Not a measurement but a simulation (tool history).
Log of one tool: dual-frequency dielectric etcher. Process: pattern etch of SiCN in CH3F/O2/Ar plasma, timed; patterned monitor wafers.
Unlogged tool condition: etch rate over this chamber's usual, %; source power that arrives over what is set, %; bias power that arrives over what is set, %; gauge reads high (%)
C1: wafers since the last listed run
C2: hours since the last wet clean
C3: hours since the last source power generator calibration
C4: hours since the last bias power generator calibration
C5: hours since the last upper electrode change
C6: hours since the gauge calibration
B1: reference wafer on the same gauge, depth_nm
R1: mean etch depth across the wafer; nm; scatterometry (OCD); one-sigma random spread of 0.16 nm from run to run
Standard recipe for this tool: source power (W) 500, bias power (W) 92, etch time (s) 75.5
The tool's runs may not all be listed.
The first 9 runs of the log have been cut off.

Run 10, hour 446.7: usual settings but etch time (s) 66.5; C1 345; C2 397.5; C3 3406.6; C4 1618.3; C5 3598.8; C6 1460.9; B1 37.75. Result: R1 29.14 nm.
Run 11, hour 471.5: usual settings but source power (W) 400, bias power (W) 112; C1 214; C2 422.3; C3 3431.4; C4 1643.1; C5 3623.6; C6 1485.7; B1 37.80. Result: R1 32.62 nm.
At hour 498.3: gauge calibrated.
Run 12, hour 534.8: usual settings but source power (W) 620, bias power (W) 109; C1 546; C2 485.6; C3 3494.7; C4 1706.4; C5 3686.9; C6 36.5; B1 37.73. Result: R1 36.84 nm.
At hour 571.1: wet clean of the chamber.
Run 13, hour 571.9: usual settings but source power (W) 440, bias power (W) 109, etch time (s) 56.0; C1 113; C2 0.8; C3 3531.8; C4 1743.5; C5 3724.0; C6 73.6; B1 37.81. Result: R1 24.77 nm.
Run 14, hour 612.4: usual settings; C1 349; C2 41.3; C3 3572.3; C4 1784.0; C5 3764.5; C6 114.1; B1 37.82. Result: R1 33.53 nm.
At hour 664.6: upper electrode replaced.
Run 15, hour 674.0: usual settings; C1 324; C2 102.9; C3 3633.9; C4 1845.6; C5 9.4; C6 175.7; B1 37.82. Result: R1 33.32 nm.
Run 16, hour 709.7: usual settings but source power (W) 610, etch time (s) 57.5; C1 308; C2 138.6; C3 3669.6; C4 1881.3; C5 45.1; C6 211.4; B1 37.81. Result: R1 26.61 nm.
Run 17, hour 780.5: usual settings but source power (W) 410, bias power (W) 101; C1 611; C2 209.4; C3 3740.4; C4 1952.1; C5 115.9; C6 282.2; B1 37.76. Result: R1 32.23 nm.
Run 18, hour 846.1: usual settings but source power (W) 430, bias power (W) 111; C1 566; C2 275.0; C3 3806.0; C4 2017.7; C5 181.5; C6 347.8; B1 37.83. Result: R1 33.39 nm.
Run 19, hour 909.7: usual settings but source power (W) 550; C1 549; C2 338.6; C3 3869.6; C4 2081.3; C5 245.1; C6 411.4; B1 37.80. Result: R1 33.98 nm.
Run 20, hour 938.4: usual settings but source power (W) 380, bias power (W) 109; C1 247; C2 367.3; C3 3898.3; C4 2110.0; C5 273.8; C6 440.1; B1 37.76. Result: R1 32.20 nm.
Run 21, hour 1005.1: usual settings but etch time (s) 89.0; C1 575; C2 434.0; C3 3965.0; C4 2176.7; C5 340.5; C6 506.8; B1 37.82. Result: R1 39.07 nm.
At hour 1065.6: source power generator calibrated.
Run 22, hour 1066.1: usual settings but source power (W) 380, bias power (W) 109; C1 492; C2 495.0; C3 0.5; C4 2237.7; C5 401.5; C6 567.8; B1 37.81. Result: R1 32.09 nm.
At hour 1073.2: bias power generator calibrated.
Run 23, hour 1094.8: usual settings but bias power (W) 101; C1 213; C2 523.7; C3 29.2; C4 21.6; C5 430.2; C6 596.5; B1 37.84. Result: R1 33.86 nm.
Run 24, hour 1142.9: usual settings but source power (W) 540, bias power (W) 85, etch time (s) 59.0; C1 415; C2 571.8; C3 77.3; C4 69.7; C5 478.3; C6 644.6; B1 37.83. Result: R1 26.31 nm.
At hour 1187.3: wet clean of the chamber.
Run 25, hour 1354.5: usual settings but source power (W) 610, bias power (W) 70, etch time (s) 62.0; C1 1619; C2 167.2; C3 288.9; C4 281.3; C5 689.9; C6 856.2; B1 37.80. Result: R1 27.40 nm.
Run 26, hour 1391.2: usual settings but source power (W) 540, etch time (s) 97.0; C1 316; C2 203.9; C3 325.6; C4 318.0; C5 726.6; C6 892.9; B1 37.79. Result: R1 43.75 nm.
Run 27, hour 1435.2: usual settings but bias power (W) 99, etch time (s) 90.5; C1 379; C2 247.9; C3 369.6; C4 362.0; C5 770.6; C6 936.9; B1 37.82. Result: R1 40.47 nm.
Run 28, hour 1472.8: usual settings but etch time (s) 90.5; C1 324; C2 285.5; C3 407.2; C4 399.6; C5 808.2; C6 974.5; B1 37.83. Result: R1 39.83 nm.
Run 29, hour 1525.2: usual settings; C1 452; C2 337.9; C3 459.6; C4 452.0; C5 860.6; C6 1026.9; B1 37.78. Result: R1 33.35 nm.
Run 30, hour 1577.2: usual settings; C1 449; C2 389.9; C3 511.6; C4 504.0; C5 912.6; C6 1078.9; B1 37.84. Result: R1 33.24 nm.
Run 31, hour 1642.0: usual settings but bias power (W) 74, etch time (s) 90.0; C1 559; C2 454.7; C3 576.4; C4 568.8; C5 977.4; C6 1143.7; B1 37.84. Result: R1 37.80 nm.

Alternative continuations, all from the tool just after run 31; predict every row:
Run A, hour 1642.4: usual settings but source power (W) 470; C1 3; C2 455.1; C3 576.8; C4 569.2; C5 977.8; C6 1144.1; B1 ?. Result: R1 ?.
Run B, hour 1642.4: usual settings but bias power (W) 86, etch time (s) 92.5; C1 3; C2 455.1; C3 576.8; C4 569.2; C5 977.8; C6 1144.1; B1 ?. Result: R1 ?.
Run C, hour 1642.4: usual settings but bias power (W) 112, etch time (s) 90.0; C1 3; C2 455.1; C3 576.8; C4 569.2; C5 977.8; C6 1144.1; B1 ?. Result: R1 ?.

run     B1     R1
  A  37.74  32.50
  B  37.74  39.95
  C  37.74  41.03
With no hidden state in the tool, these same runs would have given:
run     R1
  A  32.50
  B  39.95
  C  41.03
